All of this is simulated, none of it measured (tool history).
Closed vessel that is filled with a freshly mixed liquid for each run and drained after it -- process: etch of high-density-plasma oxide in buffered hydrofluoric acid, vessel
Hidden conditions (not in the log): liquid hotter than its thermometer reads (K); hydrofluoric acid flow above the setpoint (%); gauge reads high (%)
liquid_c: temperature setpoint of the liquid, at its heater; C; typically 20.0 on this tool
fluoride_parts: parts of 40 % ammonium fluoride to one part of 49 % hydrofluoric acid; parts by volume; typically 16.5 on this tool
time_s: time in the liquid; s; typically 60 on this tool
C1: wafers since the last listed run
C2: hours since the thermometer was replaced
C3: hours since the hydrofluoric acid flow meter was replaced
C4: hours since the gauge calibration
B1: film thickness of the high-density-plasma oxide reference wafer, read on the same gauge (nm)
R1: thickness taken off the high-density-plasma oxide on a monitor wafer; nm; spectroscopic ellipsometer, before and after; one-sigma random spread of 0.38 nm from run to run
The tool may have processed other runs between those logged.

{"run": 1, "hour": 0.0, "liquid_c": 20.0, "fluoride_parts": 16.5, "time_s": 60, "C1": 0, "C2": 959.4, "C3": 915.2, "C4": 386.6, "B1": 59.98, "R1": 52.06}
{"run": 2, "hour": 9.7, "liquid_c": 20.0, "fluoride_parts": 16.5, "time_s": 60, "C1": 1242, "C2": 969.1, "C3": 924.9, "C4": 396.3, "B1": 60.01, "R1": 52.32}
{"run": 3, "hour": 18.0, "liquid_c": 20.0, "fluoride_parts": 16.5, "time_s": 60, "C1": 1063, "C2": 977.4, "C3": 933.2, "C4": 404.6, "B1": 60.01, "R1": 51.84}
{"run": 4, "hour": 26.8, "liquid_c": 20.0, "fluoride_parts": 16.5, "time_s": 60, "C1": 1127, "C2": 986.2, "C3": 942.0, "C4": 413.4, "B1": 60.0, "R1": 53.0}
{"run": 5, "hour": 33.0, "liquid_c": 20.0, "fluoride_parts": 16.5, "time_s": 40, "C1": 794, "C2": 992.4, "C3": 948.2, "C4": 419.6, "B1": 60.02, "R1": 35.03}
{"run": 6, "hour": 49.8, "liquid_c": 20.0, "fluoride_parts": 16.5, "time_s": 40, "C1": 2151, "C2": 1009.2, "C3": 965.0, "C4": 436.4, "B1": 60.0, "R1": 35.01}
{"run": 7, "hour": 61.2, "liquid_c": 17.0, "fluoride_parts": 16.5, "time_s": 60, "C1": 1460, "C2": 1020.6, "C3": 976.4, "C4": 447.8, "B1": 60.01, "R1": 45.06}
{"run": 8, "hour": 77.6, "liquid_c": 17.0, "fluoride_parts": 16.5, "time_s": 60, "C1": 2100, "C2": 1037.0, "C3": 992.8, "C4": 464.2, "B1": 60.01, "R1": 44.52}
{"run": 9, "hour": 84.8, "liquid_c": 17.0, "fluoride_parts": 16.5, "time_s": 60, "C1": 922, "C2": 1044.2, "C3": 1000.0, "C4": 471.4, "B1": 59.99, "R1": 44.47}
{"run": 10, "hour": 100.9, "liquid_c": 20.0, "fluoride_parts": 16.5, "time_s": 60, "C1": 2062, "C2": 1060.3, "C3": 1016.1, "C4": 487.5, "B1": 60.02, "R1": 52.75}
{"run": 11, "hour": 112.6, "liquid_c": 20.0, "fluoride_parts": 19.0, "time_s": 50, "C1": 1498, "C2": 1072.0, "C3": 1027.8, "C4": 499.2, "B1": 60.01, "R1": 38.09}
{"run": 12, "hour": 121.3, "liquid_c": 23.0, "fluoride_parts": 16.5, "time_s": 60, "C1": 1114, "C2": 1080.7, "C3": 1036.5, "C4": 507.9, "B1": 59.99, "R1": 62.01}
{"run": 13, "hour": 129.3, "liquid_c": 23.0, "fluoride_parts": 16.5, "time_s": 60, "C1": 1024, "C2": 1088.7, "C3": 1044.5, "C4": 515.9, "B1": 60.01, "R1": 62.64}
{"hour": 130.4, "done": "thermometer replaced"}
{"run": 14, "hour": 144.5, "liquid_c": 20.0, "fluoride_parts": 16.5, "time_s": 60, "C1": 1818, "C2": 14.1, "C3": 1059.7, "C4": 531.1, "B1": 59.99, "R1": 53.09}
{"hour": 158.7, "done": "gauge calibrated"}
{"run": 15, "hour": 158.8, "liquid_c": 20.0, "fluoride_parts": 16.5, "time_s": 60, "C1": 1831, "C2": 28.4, "C3": 1074.0, "C4": 0.1, "B1": 60.02, "R1": 53.24}
{"hour": 171.9, "done": "hydrofluoric acid flow meter replaced"}
{"run": 16, "hour": 172.2, "liquid_c": 20.0, "fluoride_parts": 10.5, "time_s": 60, "C1": 1588, "C2": 41.8, "C3": 0.3, "C4": 13.5, "B1": 60.0, "R1": 83.95}
{"run": 17, "hour": 188.0, "liquid_c": 22.0, "fluoride_parts": 12.5, "time_s": 70, "C1": 2023, "C2": 57.6, "C3": 16.1, "C4": 29.3, "B1": 59.98, "R1": 94.02}
{"run": 18, "hour": 201.4, "liquid_c": 17.0, "fluoride_parts": 16.5, "time_s": 70, "C1": 1716, "C2": 71.0, "C3": 29.5, "C4": 42.7, "B1": 59.99, "R1": 54.73}
{"hour": 231.2, "done": "hydrofluoric acid flow meter replaced, repeated, since the last time left the tool worse"}
{"run": 19, "hour": 239.5, "liquid_c": 25.0, "fluoride_parts": 16.5, "time_s": 80, "C1": 4751, "C2": 109.1, "C3": 8.3, "C4": 80.8, "B1": 60.01, "R1": 84.84}
{"run": 20, "hour": 247.7, "liquid_c": 25.0, "fluoride_parts": 20.5, "time_s": 75, "C1": 1050, "C2": 117.3, "C3": 16.5, "C4": 89.0, "B1": 60.01, "R1": 64.11}
{"run": 21, "hour": 257.8, "liquid_c": 23.5, "fluoride_parts": 14.5, "time_s": 90, "C1": 1293, "C2": 127.4, "C3": 26.6, "C4": 99.1, "B1": 60.0, "R1": 101.51}
{"run": 22, "hour": 274.3, "liquid_c": 17.0, "fluoride_parts": 10.5, "time_s": 85, "C1": 2113, "C2": 143.9, "C3": 43.1, "C4": 115.6, "B1": 60.0, "R1": 91.41}
{"run": 23, "hour": 281.2, "liquid_c": 20.0, "fluoride_parts": 16.5, "time_s": 60, "C1": 883, "C2": 150.8, "C3": 50.0, "C4": 122.5, "B1": 59.99, "R1": 49.05}
{"run": 24, "hour": 293.2, "liquid_c": 20.0, "fluoride_parts": 12.5, "time_s": 35, "C1": 1536, "C2": 162.8, "C3": 62.0, "C4": 134.5, "B1": 59.98, "R1": 37.26}
{"run": 25, "hour": 310.3, "liquid_c": 23.5, "fluoride_parts": 16.5, "time_s": 45, "C1": 2190, "C2": 179.9, "C3": 79.1, "C4": 151.6, "B1": 59.99, "R1": 44.89}
{"run": 26, "hour": 319.3, "liquid_c": 20.0, "fluoride_parts": 16.5, "time_s": 60, "C1": 1152, "C2": 188.9, "C3": 88.1, "C4": 160.6, "B1": 60.01, "R1": 49.23}
{"run": 27, "hour": 367.1, "liquid_c": 20.0, "fluoride_parts": 16.5, "time_s": 60, "C1": 6122, "C2": 236.7, "C3": 135.9, "C4": 208.4, "B1": 60.01, "R1": 49.09}
{"run": 28, "hour": 377.8, "liquid_c": 24.5, "fluoride_parts": 18.0, "time_s": 80, "C1": 1370, "C2": 247.4, "C3": 146.6, "C4": 219.1, "B1": 60.0, "R1": 76.47}
{"run": 29, "hour": 387.5, "liquid_c": 20.0, "fluoride_parts": 16.5, "time_s": 60, "C1": 1242, "C2": 257.1, "C3": 156.3, "C4": 228.8, "B1": 60.02, "R1": 49.11}
{"run": 30, "hour": 400.1, "liquid_c": 24.5, "fluoride_parts": 18.0, "time_s": 80, "C1": 1613, "C2": 269.7, "C3": 168.9, "C4": 241.4, "B1": 60.01, "R1": 77.87}
{"run": 31, "hour": 415.0, "liquid_c": 22.0, "fluoride_parts": 14.5, "time_s": 95, "C1": 1908, "C2": 284.6, "C3": 183.8, "C4": 256.3, "B1": 59.99, "R1": 97.78}
{"run": 32, "hour": 429.1, "liquid_c": 20.0, "fluoride_parts": 15.0, "time_s": 60, "C1": 1805, "C2": 298.7, "C3": 197.9, "C4": 270.4, "B1": 59.99, "R1": 54.43}

Each row is a separate what-if for the run after 32, all from the same tool condition, not one after another. Results?
{"run": "A", "hour": 429.8, "liquid_c": 20.0, "fluoride_parts": 16.5, "time_s": 60, "C1": 89, "C2": 299.4, "C3": 198.6, "C4": 271.1, "B1": "?", "R1": "?"}
{"run": "B", "hour": 429.8, "liquid_c": 20.0, "fluoride_parts": 16.5, "time_s": 90, "C1": 89, "C2": 299.4, "C3": 198.6, "C4": 271.1, "B1": "?", "R1": "?"}
{"run": "C", "hour": 429.8, "liquid_c": 17.0, "fluoride_parts": 16.5, "time_s": 30, "C1": 89, "C2": 299.4, "C3": 198.6, "C4": 271.1, "B1": "?", "R1": "?"}

run=A B1=60.01 R1=49.71
run=B B1=60.01 R1=74.56
run=C B1=60.01 R1=20.97
With the hidden condition removed and each run's random variation left untouched, the same runs would have given:
run=A R1=48.45
run=B R1=72.67
run=C R1=20.44
